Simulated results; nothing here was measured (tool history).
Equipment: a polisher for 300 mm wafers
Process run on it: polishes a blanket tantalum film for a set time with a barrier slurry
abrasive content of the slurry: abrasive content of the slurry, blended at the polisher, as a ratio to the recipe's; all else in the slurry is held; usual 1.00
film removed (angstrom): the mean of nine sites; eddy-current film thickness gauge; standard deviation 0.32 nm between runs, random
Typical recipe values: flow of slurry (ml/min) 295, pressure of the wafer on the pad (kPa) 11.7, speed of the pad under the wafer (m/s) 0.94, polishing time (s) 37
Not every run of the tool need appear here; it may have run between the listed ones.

run,hour,flow of slurry (ml/min),pressure of the wafer on the pad (kPa),speed of the pad under the wafer (m/s),abrasive content of the slurry,polishing time (s),"incoming thickness of the incoming film, nm",film removed (angstrom)
1,0.0,295,11.7,0.94,1.10,37,220.1,412
2,29.7,295,11.7,0.94,1.10,37,220.4,415
3,42.6,295,11.7,0.94,1.10,37,219.3,419
4,68.7,295,11.7,0.94,1.00,42,218.8,454
# hour 92.9: worn pad replaced by a new one
5,96.7,295,11.7,0.94,1.00,37,215.7,399
6,143.9,295,11.7,0.94,1.00,37,220.1,398
7,162.1,295,11.7,0.94,1.00,37,217.1,393
8,183.5,295,11.7,0.94,1.00,37,220.0,397
# hour 198.5: worn pad replaced by a new one, of another model than before
# hour 211.0: slurry blender recalibrated
9,254.3,295,11.7,0.94,1.00,37,224.0,405
10,281.3,295,11.7,0.94,1.00,37,219.9,411
11,297.2,295,10.3,0.94,1.00,37,217.9,379
# hour 323.9: worn pad replaced by a new one
12,327.8,295,10.3,0.94,1.00,37,220.5,376
13,351.5,265,11.7,0.64,1.00,27,223.8,233
14,365.9,295,7.6,0.94,0.85,42,218.2,337
# hour 371.8: slurry nozzle cleaned
15,380.6,295,13.1,0.94,0.75,27,215.5,265
# hour 382.7: head pressure recalibrated
16,402.2,295,14.5,0.82,1.00,37,217.4,422
17,429.0,295,13.8,0.76,1.30,37,217.4,431
# hour 457.6: worn pad replaced by a new one
18,464.0,295,11.7,0.94,1.20,37,221.1,418
19,499.9,365,11.7,0.94,1.00,37,219.8,401
# hour 514.1: slurry blender recalibrated
20,519.7,295,15.9,0.84,1.20,40,221.0,528
21,543.9,295,14.5,0.82,1.00,37,220.7,425
# hour 562.8: worn pad replaced by a new one
22,569.0,295,11.7,0.94,1.00,37,215.1,408
23,592.8,295,11.7,0.94,0.70,37,217.9,332
24,608.1,295,8.3,0.94,1.00,33,223.1,301

Branching from run 24: 5 alternative next runs. What would each branch give?
A,608.5,295,11.7,0.94,1.00,37,221.1,?
B,608.5,340,11.7,0.94,0.90,37,221.1,?
C,608.5,360,11.7,0.94,1.00,37,221.1,?
D,608.5,295,11.7,1.04,1.00,37,221.1,?
E,608.5,200,11.7,0.94,1.00,30,221.1,?

run,film removed (angstrom)
A,406
B,393
C,413
D,432
E,315
Without the tool's hidden state the same runs would have given:
run,film removed (angstrom)
A,412
B,399
C,419
D,438
E,319
